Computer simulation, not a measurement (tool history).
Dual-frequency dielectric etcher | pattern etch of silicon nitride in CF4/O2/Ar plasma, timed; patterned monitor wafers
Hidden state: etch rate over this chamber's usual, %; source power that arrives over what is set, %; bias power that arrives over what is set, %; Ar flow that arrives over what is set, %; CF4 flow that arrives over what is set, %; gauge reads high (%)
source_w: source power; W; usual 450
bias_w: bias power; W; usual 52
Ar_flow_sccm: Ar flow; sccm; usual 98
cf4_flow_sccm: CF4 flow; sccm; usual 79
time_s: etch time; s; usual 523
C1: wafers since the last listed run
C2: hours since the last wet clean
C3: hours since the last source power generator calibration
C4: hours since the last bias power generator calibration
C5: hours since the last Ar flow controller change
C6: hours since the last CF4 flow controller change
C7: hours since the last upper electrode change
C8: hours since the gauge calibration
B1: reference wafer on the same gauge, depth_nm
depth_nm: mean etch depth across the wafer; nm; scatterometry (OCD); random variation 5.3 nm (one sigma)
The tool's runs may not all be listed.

Run 1, hour 0: usual settings but bias_w 46 W, Ar_flow_sccm 79 sccm, cf4_flow_sccm 98 sccm; C1 0; C2 59.4; C3 4707.7; C4 2026.2; C5 67.4; C6 432.2; C7 0.5; C8 307.3; B1 1071. Result: depth_nm 955.9 nm.
At hour 42.1: source power generator calibrated.
Run 2, hour 54: usual settings; C1 151; C2 113.4; C3 11.9; C4 2080.2; C5 121.4; C6 486.2; C7 54.5; C8 361.3; B1 1072. Result: depth_nm 966.3 nm.
Run 3, hour 116.2: usual settings but Ar_flow_sccm 74 sccm; C1 188; C2 175.6; C3 74.1; C4 2142.4; C5 183.6; C6 548.4; C7 116.7; C8 423.5; B1 1072.1. Result: depth_nm 984.4 nm.
Run 4, hour 174.1: usual settings but Ar_flow_sccm 90 sccm, time_s 629 s; C1 175; C2 233.5; C3 132; C4 2200.3; C5 241.5; C6 606.3; C7 174.6; C8 481.4; B1 1073.1. Result: depth_nm 1171.4 nm.
Run 5, hour 239.2: usual settings but source_w 550 W, Ar_flow_sccm 106 sccm, cf4_flow_sccm 91 sccm; C1 197; C2 298.6; C3 197.1; C4 2265.4; C5 306.6; C6 671.4; C7 239.7; C8 546.5; B1 1072.5. Result: depth_nm 1192.8 nm.
Run 6, hour 273.1: usual settings; C1 102; C2 332.5; C3 231; C4 2299.3; C5 340.5; C6 705.3; C7 273.6; C8 580.4; B1 1071.4. Result: depth_nm 977.5 nm.
Run 7, hour 320: usual settings but time_s 426 s; C1 142; C2 379.4; C3 277.9; C4 2346.2; C5 387.4; C6 752.2; C7 320.5; C8 627.3; B1 1074.1. Result: depth_nm 800.4 nm.
Run 8, hour 345.2: usual settings but bias_w 46 W, Ar_flow_sccm 121 sccm, time_s 655.5 s; C1 76; C2 404.6; C3 303.1; C4 2371.4; C5 412.6; C6 777.4; C7 345.7; C8 652.5; B1 1076.1. Result: depth_nm 1145 nm.
Run 9, hour 383.5: usual settings but bias_w 59 W, cf4_flow_sccm 71 sccm; C1 116; C2 442.9; C3 341.4; C4 2409.7; C5 450.9; C6 815.7; C7 384; C8 690.8; B1 1070.2. Result: depth_nm 1005.4 nm.
At hour 411.4: wet clean of the chamber.
Run 10, hour 420: usual settings; C1 37; C2 8.6; C3 377.9; C4 2446.2; C5 487.4; C6 852.2; C7 420.5; C8 727.3; B1 1072.7. Result: depth_nm 960.4 nm.
At hour 436: bias power generator calibrated.
Run 11, hour 473.9: usual settings; C1 151; C2 62.5; C3 431.8; C4 37.9; C5 541.3; C6 906.1; C7 474.4; C8 781.2; B1 1072.8. Result: depth_nm 957 nm.
Run 12, hour 513.1: usual settings but bias_w 61 W; C1 118; C2 101.7; C3 471; C4 77.1; C5 580.5; C6 945.3; C7 513.6; C8 820.4; B1 1072.3. Result: depth_nm 1012.6 nm.
Run 13, hour 549.6: usual settings but cf4_flow_sccm 72 sccm; C1 110; C2 138.2; C3 507.5; C4 113.6; C5 617; C6 981.8; C7 550.1; C8 856.9; B1 1073.5. Result: depth_nm 941.8 nm.
Run 14, hour 583: usual settings but time_s 426 s; C1 101; C2 171.6; C3 540.9; C4 147; C5 650.4; C6 1015.2; C7 583.5; C8 890.3; B1 1069. Result: depth_nm 784.3 nm.
Run 15, hour 639.3: usual settings; C1 170; C2 227.9; C3 597.2; C4 203.3; C5 706.7; C6 1071.5; C7 639.8; C8 946.6; B1 1074.3. Result: depth_nm 969.8 nm.
Run 16, hour 695.8: usual settings but source_w 380 W, Ar_flow_sccm 113 sccm; C1 171; C2 284.4; C3 653.7; C4 259.8; C5 763.2; C6 1128; C7 696.3; C8 1003.1; B1 1072.4. Result: depth_nm 817.7 nm.
Run 17, hour 727.7: usual settings but source_w 370 W, cf4_flow_sccm 98 sccm; C1 96; C2 316.3; C3 685.6; C4 291.7; C5 795.1; C6 1159.9; C7 728.2; C8 1035; B1 1072.5. Result: depth_nm 828.6 nm.
Run 18, hour 794.8: usual settings but Ar_flow_sccm 119 sccm, cf4_flow_sccm 94 sccm, time_s 414.5 s; C1 203; C2 383.4; C3 752.7; C4 358.8; C5 862.2; C6 1227; C7 795.3; C8 1102.1; B1 1071.1. Result: depth_nm 783.8 nm.
Run 19, hour 860.1: usual settings but source_w 480 W, Ar_flow_sccm 105 sccm; C1 198; C2 448.7; C3 818; C4 424.1; C5 927.5; C6 1292.3; C7 860.6; C8 1167.4; B1 1073.2. Result: depth_nm 1037.9 nm.
At hour 916.3: wet clean of the chamber.
Run 20, hour 916.8: usual settings; C1 99; C2 0.5; C3 874.7; C4 480.8; C5 984.2; C6 1349; C7 917.3; C8 1224.1; B1 1075.3. Result: depth_nm 954.8 nm.

5 ways to go on from here, each from the tool as it stands after run 20. What would each give?
Run A, hour 917.4: usual settings but source_w 550 W; C1 1; C2 1.1; C3 875.3; C4 481.4; C5 984.8; C6 1349.6; C7 917.9; C8 1224.7; B1 ?. Result: depth_nm ?.
Run B, hour 917.4: usual settings but source_w 420 W, Ar_flow_sccm 120 sccm, cf4_flow_sccm 68 sccm, time_s 590.5 s; C1 1; C2 1.1; C3 875.3; C4 481.4; C5 984.8; C6 1349.6; C7 917.9; C8 1224.7; B1 ?. Result: depth_nm ?.
Run C, hour 917.4: usual settings but source_w 390 W, bias_w 63 W, Ar_flow_sccm 112 sccm, cf4_flow_sccm 65 sccm; C1 1; C2 1.1; C3 875.3; C4 481.4; C5 984.8; C6 1349.6; C7 917.9; C8 1224.7; B1 ?. Result: depth_nm ?.
Run D, hour 917.4: usual settings but source_w 400 W, bias_w 44 W, Ar_flow_sccm 109 sccm, cf4_flow_sccm 94 sccm; C1 1; C2 1.1; C3 875.3; C4 481.4; C5 984.8; C6 1349.6; C7 917.9; C8 1224.7; B1 ?. Result: depth_nm ?.
Run E, hour 917.4: usual settings but bias_w 44 W, cf4_flow_sccm 85 sccm; C1 1; C2 1.1; C3 875.3; C4 481.4; C5 984.8; C6 1349.6; C7 917.9; C8 1224.7; B1 ?. Result: depth_nm ?.

run      B1  depth_nm
  A  1074.3    1145.8
  B  1074.3     965.3
  C  1074.3     864.4
  D  1074.3     814.5
  E  1074.3     903.5
Without the tool's hidden state the same runs would have given:
run  depth_nm
  A      1142
  B       962
  C     861.5
  D     811.7
  E     900.4
